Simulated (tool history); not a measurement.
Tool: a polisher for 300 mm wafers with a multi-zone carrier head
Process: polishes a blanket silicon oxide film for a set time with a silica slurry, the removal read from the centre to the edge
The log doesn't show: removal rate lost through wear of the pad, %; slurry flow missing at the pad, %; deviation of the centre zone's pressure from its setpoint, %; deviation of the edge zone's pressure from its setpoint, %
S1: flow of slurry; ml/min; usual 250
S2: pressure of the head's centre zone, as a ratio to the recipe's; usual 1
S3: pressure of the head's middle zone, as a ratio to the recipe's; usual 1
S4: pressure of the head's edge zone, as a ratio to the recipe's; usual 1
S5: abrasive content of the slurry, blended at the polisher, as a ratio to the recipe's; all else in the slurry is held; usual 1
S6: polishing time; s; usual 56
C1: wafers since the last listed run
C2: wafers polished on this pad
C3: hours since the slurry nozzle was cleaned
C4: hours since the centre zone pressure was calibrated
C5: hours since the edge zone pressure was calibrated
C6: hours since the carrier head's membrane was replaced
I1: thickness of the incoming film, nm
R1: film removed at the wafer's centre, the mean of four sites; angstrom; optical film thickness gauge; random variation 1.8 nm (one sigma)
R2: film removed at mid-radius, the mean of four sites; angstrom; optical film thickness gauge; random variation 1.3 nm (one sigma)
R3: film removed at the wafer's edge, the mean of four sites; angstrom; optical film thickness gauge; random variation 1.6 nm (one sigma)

run    hour   S1    S2    S3    S4   S5  S6    C1    C2     C3     C4      C5      C6      I1    R1    R2    R3
  1       0  180     1     1  1.04    1  56     0  1486   41.8  748.3   341.6   195.3  1541.2  1882  1748  1816
         26  -- centre zone pressure recalibrated
  2    75.3  250     1     1     1    1  56   781  2267  117.1   49.3   416.9   270.6  1566.9  1865  1849  1888
  3   160.8  250  0.97     1     1    1  56   911  3179  202.6  134.8   502.4   356.1    1555  1826  1831  1880
      179.8  -- worn pad replaced by a new one
  4   217.7  250  0.97     1     1    1  56   563   404  259.5  191.7   559.3     413  1540.8  1805  1843  1848
  5   297.4  250  0.97     1     1    1  56   849  1254  339.2  271.4     639   492.7  1540.6  1861  1850  1853
      317.7  -- slurry nozzle cleaned
  6   402.3  250     1     1     1    1  56  1107  2361   84.6  376.3   743.9   597.6  1563.9  1897  1873  1857
  7   464.9  250     1     1     1    1  56   667  3029  147.2  438.9   806.5   660.2  1538.3  1958  1890  1872
        525  -- worn pad replaced by a new one
  8   565.7  250     1     1     1    1  68  1031   434    248  539.7   907.3     761  1512.2  2343  2237  2258
      643.1  -- centre zone pressure recalibrated
  9   653.4  250     1     1     1    1  68   913  1347  335.7   10.3     995   848.7  1540.8  2258  2253  2292
      662.3  -- slurry nozzle cleaned
 10   702.3  250     1     1     1    1  68   510  1858     40   59.2  1043.9   897.6  1564.3  2257  2239  2264
 11   763.8  250     1     1     1  0.9  56   655  2513  101.5  120.7  1105.4   959.1  1517.8  1824  1819  1788
      838.4  -- worn pad replaced by a new one
 12   858.9  335  0.89     1     1    1  36   971   218  196.6  215.8  1200.5  1054.2  1530.7  1122  1237  1237
 13   932.5  250  0.97     1     1    1  56   784  1002  270.2  289.4  1274.1  1127.8  1533.7  1834  1865  1878
      938.6  -- carrier head's membrane replaced by a new one
 14   985.1  250     1     1     1    1  56   507  1510  322.8    342  1326.7    46.5  1547.2  1866  1860  1862
     1058.4  -- slurry nozzle cleaned
 15  1087.8  250     1     1     1    1  74  1084  2594   29.4  444.7  1429.4   149.2  1543.1  2509  2457  2461
     1138.1  -- edge zone pressure recalibrated
 16  1179.8  250  1.11     1     1  0.9  56   959  3553  121.4  536.7    41.7   241.2  1545.1  2072  1814  1819
     1202.3  -- worn pad replaced by a new one
 17  1253.8  195     1     1  1.06    1  71   746   548  195.4  610.7   115.7   315.2  1532.8  2386  2267  2357
     1261.1  -- centre zone pressure recalibrated
 18  1359.9  250     1  0.92  0.89    1  47  1109  1658  301.5   98.8   221.8   421.3  1555.3  1576  1493  1501
 19  1415.6  250     1     1     1    1  56   593  2252  357.2  154.5   277.5     477    1538  1893  1854  1846
       1438  -- slurry nozzle cleaned
 20  1453.8  250  1.08     1     1    1  71   396  2648   15.8  192.7   315.7   515.2  1556.5  2587  2328  2398
     1494.2  -- worn pad replaced by a new one
 21  1518.3  310     1     1     1    1  68   644   256   80.3  257.2   380.2   579.7  1554.2  2360  2311  2316
 22  1600.7  250     1  1.08   0.9    1  56   878  1135  162.7  339.6   462.6   662.1  1516.8  1896  1943  1775

Forecast each of these 3 alternatives for the next run:
  A  1601.1  250     1     1   1   1  56   4  1139  163.1  340  463  662.5  1565.1   ?   ?   ?
  B  1601.1  250     1  1.12   1   1  56   4  1139  163.1  340  463  662.5  1565.1   ?   ?   ?
  C  1601.1  250  0.88  1.05   1   1  45   4  1139  163.1  340  463  662.5  1565.1   ?   ?   ?

run    R1    R2    R3
  A  1880  1873  1890
  B  1881  2022  1888
  C  1329  1556  1518
Without the tool's hidden state the same runs would have given:
run    R1    R2    R3
  A  1851  1873  1890
  B  1852  2023  1888
  C  1308  1556  1518

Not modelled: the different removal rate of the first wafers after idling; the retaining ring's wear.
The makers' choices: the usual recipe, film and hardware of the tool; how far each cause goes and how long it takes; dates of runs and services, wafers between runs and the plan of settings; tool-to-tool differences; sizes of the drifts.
